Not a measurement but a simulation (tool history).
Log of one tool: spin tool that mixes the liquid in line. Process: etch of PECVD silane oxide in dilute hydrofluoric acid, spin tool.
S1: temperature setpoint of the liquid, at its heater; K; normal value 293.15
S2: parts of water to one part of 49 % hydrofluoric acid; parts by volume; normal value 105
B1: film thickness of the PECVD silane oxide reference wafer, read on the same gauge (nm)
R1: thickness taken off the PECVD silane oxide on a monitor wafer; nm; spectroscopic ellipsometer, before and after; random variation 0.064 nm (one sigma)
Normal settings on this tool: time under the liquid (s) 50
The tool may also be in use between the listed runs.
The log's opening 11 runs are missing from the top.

{"hour": 261.7, "done": "thermometer replaced"}
{"run": 12, "hour": 270.9, "S1": 293.15, "S2": 140, "time under the liquid (s)": 50, "B1": 149.99, "R1": 7.25}
{"run": 13, "hour": 292.1, "S1": 293.15, "S2": 140, "time under the liquid (s)": 50, "B1": 149.97, "R1": 7.33}
{"run": 14, "hour": 317.4, "S1": 291.65, "S2": 105, "time under the liquid (s)": 50, "B1": 149.99, "R1": 9.35}
{"hour": 318.3, "done": "gauge calibrated"}
{"run": 15, "hour": 333.3, "S1": 291.65, "S2": 105, "time under the liquid (s)": 50, "B1": 149.99, "R1": 9.32}
{"run": 16, "hour": 350.7, "S1": 297.65, "S2": 65, "time under the liquid (s)": 50, "B1": 149.99, "R1": 20.43}
{"hour": 359.8, "done": "hydrofluoric acid flow meter replaced"}
{"run": 17, "hour": 379.4, "S1": 290.15, "S2": 75, "time under the liquid (s)": 25, "B1": 149.99, "R1": 5.51}
{"run": 18, "hour": 398.9, "S1": 295.15, "S2": 105, "time under the liquid (s)": 50, "B1": 150, "R1": 9.54}
{"run": 19, "hour": 429.8, "S1": 293.15, "S2": 105, "time under the liquid (s)": 20, "B1": 150.02, "R1": 3.46}
{"run": 20, "hour": 464.8, "S1": 293.15, "S2": 105, "time under the liquid (s)": 50, "B1": 149.99, "R1": 8.6}
{"run": 21, "hour": 480.6, "S1": 296.65, "S2": 120, "time under the liquid (s)": 50, "B1": 149.99, "R1": 8.62}
{"run": 22, "hour": 499.3, "S1": 296.65, "S2": 120, "time under the liquid (s)": 25, "B1": 149.98, "R1": 4.34}
{"run": 23, "hour": 530.2, "S1": 296.15, "S2": 90, "time under the liquid (s)": 50, "B1": 149.98, "R1": 11.63}
{"run": 24, "hour": 575.9, "S1": 293.15, "S2": 75, "time under the liquid (s)": 80, "B1": 150.01, "R1": 19.84}

Expected results for the next run?
{"run": 25, "hour": 605.3, "S1": 293.15, "S2": 80, "time under the liquid (s)": 50, "B1": "?", "R1": "?"}

{"run 25": {"B1": 150, "R1": 11.61}}
With the hidden condition absent and the run-to-run variation left alone, this run would have shown R1 12.01 nm.
